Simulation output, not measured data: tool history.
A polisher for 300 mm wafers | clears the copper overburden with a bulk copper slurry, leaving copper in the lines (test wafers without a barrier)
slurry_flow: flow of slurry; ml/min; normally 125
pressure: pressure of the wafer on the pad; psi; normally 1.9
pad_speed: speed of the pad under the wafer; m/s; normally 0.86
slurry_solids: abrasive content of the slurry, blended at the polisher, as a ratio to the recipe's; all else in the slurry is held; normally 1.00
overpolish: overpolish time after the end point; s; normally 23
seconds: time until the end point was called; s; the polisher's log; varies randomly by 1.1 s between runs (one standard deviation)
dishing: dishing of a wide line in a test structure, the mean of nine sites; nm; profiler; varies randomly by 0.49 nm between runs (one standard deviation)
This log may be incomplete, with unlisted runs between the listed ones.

| run | hour | slurry_flow | pressure | pad_speed | slurry_solids | overpolish | incoming thickness of the incoming film, nm | seconds | dishing |
|---|---|---|---|---|---|---|---|---|---|
| 1 | 0.0 | 125 | 1.9 | 0.86 | 1.20 | 23 | 698.2 | 134.2 | 46.3 |
| 2 | 16.2 | 125 | 1.9 | 0.86 | 1.20 | 23 | 703.1 | 133.8 | 46.4 |
| 3 | 31.7 | 125 | 1.9 | 0.86 | 0.75 | 23 | 707.8 | 150.2 | 44.5 |
| 4 | 47.1 | 125 | 1.9 | 0.86 | 0.75 | 23 | 698.3 | 147.9 | 44.0 |
| 5 | 64.8 | 125 | 1.9 | 0.86 | 0.75 | 23 | 689.0 | 149.1 | 44.3 |
| 6 | 77.4 | 125 | 1.9 | 0.86 | 1.00 | 13 | 690.7 | 145.2 | 33.6 |
| 7 | 85.4 | 125 | 1.9 | 0.86 | 1.00 | 13 | 695.6 | 142.9 | 33.4 |
| 8 | 96.8 | 125 | 1.9 | 0.86 | 1.00 | 13 | 707.2 | 148.0 | 33.4 |
| 9 | 113.4 | 125 | 1.9 | 0.86 | 1.00 | 23 | 700.0 | 149.9 | 44.5 |
| 10 | 125.3 | 125 | 1.9 | 0.86 | 0.85 | 23 | 696.2 | 152.1 | 44.8 |
| 11 | 142.5 | 125 | 1.9 | 0.86 | 1.00 | 23 | 713.0 | 154.4 | 44.3 |
| 12 | 158.0 | 125 | 1.9 | 0.86 | 1.00 | 23 | 701.5 | 155.4 | 43.7 |
| 13 | 172.6 | 125 | 1.9 | 0.56 | 1.25 | 23 | 694.1 | 203.2 | 38.4 |
| 14 | 184.8 | 125 | 1.6 | 0.86 | 1.00 | 28 | 694.9 | 164.5 | 45.1 |
| 15 | 201.6 | 125 | 1.9 | 0.86 | 1.00 | 23 | 700.0 | 140.3 | 44.9 |
| 16 | 215.4 | 125 | 1.9 | 0.86 | 1.00 | 23 | 700.7 | 143.8 | 45.4 |
| 17 | 225.3 | 85 | 1.9 | 0.86 | 1.00 | 23 | 698.0 | 155.5 | 43.9 |
| 18 | 236.8 | 125 | 2.5 | 0.86 | 1.00 | 23 | 707.8 | 100.6 | 52.6 |
| 19 | 247.1 | 125 | 1.9 | 0.68 | 1.30 | 23 | 696.0 | 144.0 | 46.0 |
| 20 | 259.4 | 125 | 1.4 | 0.86 | 1.00 | 23 | 702.9 | 167.9 | 41.8 |
| 21 | 275.8 | 125 | 1.9 | 0.86 | 1.00 | 23 | 693.7 | 127.5 | 47.4 |
| 22 | 286.7 | 125 | 1.9 | 0.86 | 1.00 | 23 | 699.0 | 129.1 | 47.4 |
| 23 | 295.9 | 90 | 1.9 | 0.66 | 1.00 | 23 | 701.6 | 172.2 | 42.2 |
| 24 | 305.3 | 125 | 1.9 | 0.86 | 1.00 | 23 | 685.0 | 124.8 | 47.8 |
| 25 | 318.0 | 150 | 2.2 | 0.86 | 1.00 | 23 | 697.1 | 109.3 | 50.6 |
| 26 | 331.5 | 165 | 2.3 | 0.86 | 1.00 | 37 | 701.0 | 104.0 | 57.4 |
| 27 | 348.5 | 125 | 1.9 | 0.86 | 1.00 | 23 | 689.3 | 126.5 | 47.7 |
| 28 | 356.3 | 125 | 1.9 | 0.86 | 1.00 | 18 | 702.5 | 130.2 | 42.9 |
| 29 | 366.6 | 125 | 1.9 | 0.86 | 1.25 | 35 | 705.9 | 126.1 | 54.5 |

The log once held 5 entries between its listed runs, left out of this copy. Where does each go, and what is different about the tool's unlogged condition between the listed run before it and the listed run after it?
From run 3 to run 4: worn pad replaced by a new one (hour 39.3)
  deviation of the head's pressure from its setpoint, %: -8.15 -> -8.43; abrasive missing from the slurry, %: 11.9 -> 14.2
  measured minus no-state result, seconds: +13.8 -> +14.6 s; dishing: -2.2 -> -2.3 nm
From run 13 to run 14: slurry blender recalibrated (hour 180.7)
  deviation of the head's pressure from its setpoint, %: -10.9 -> -11.1; abrasive missing from the slurry, %: 40.4 -> 0.348
  measured minus no-state result, seconds: +35.7 -> +16.0 s; dishing: -4.4 -> -2.4 nm
From run 14 to run 15: slurry nozzle cleaned (hour 194.1)
  deviation of the head's pressure from its setpoint, %: -11.1 -> -11.5; abrasive missing from the slurry, %: 0.348 -> 0.53
  measured minus no-state result, seconds: +16.0 -> +14.2 s; dishing: -2.4 -> -2.5 nm
From run 17 to run 18: head pressure recalibrated (hour 230.2)
  deviation of the head's pressure from its setpoint, %: -12 -> 1.05; abrasive missing from the slurry, %: 1.2 -> 1.7
  measured minus no-state result, seconds: +16.6 -> -0.6 s; dishing: -2.8 -> +0.2 nm
From run 20 to run 21: worn pad replaced by a new one (hour 266.5)
  deviation of the head's pressure from its setpoint, %: 1.04 -> 1.03; abrasive missing from the slurry, %: 3.02 -> 4.25
  measured minus no-state result, seconds: -0.5 -> -0.1 s; dishing: +0.1 -> +0.0 nm
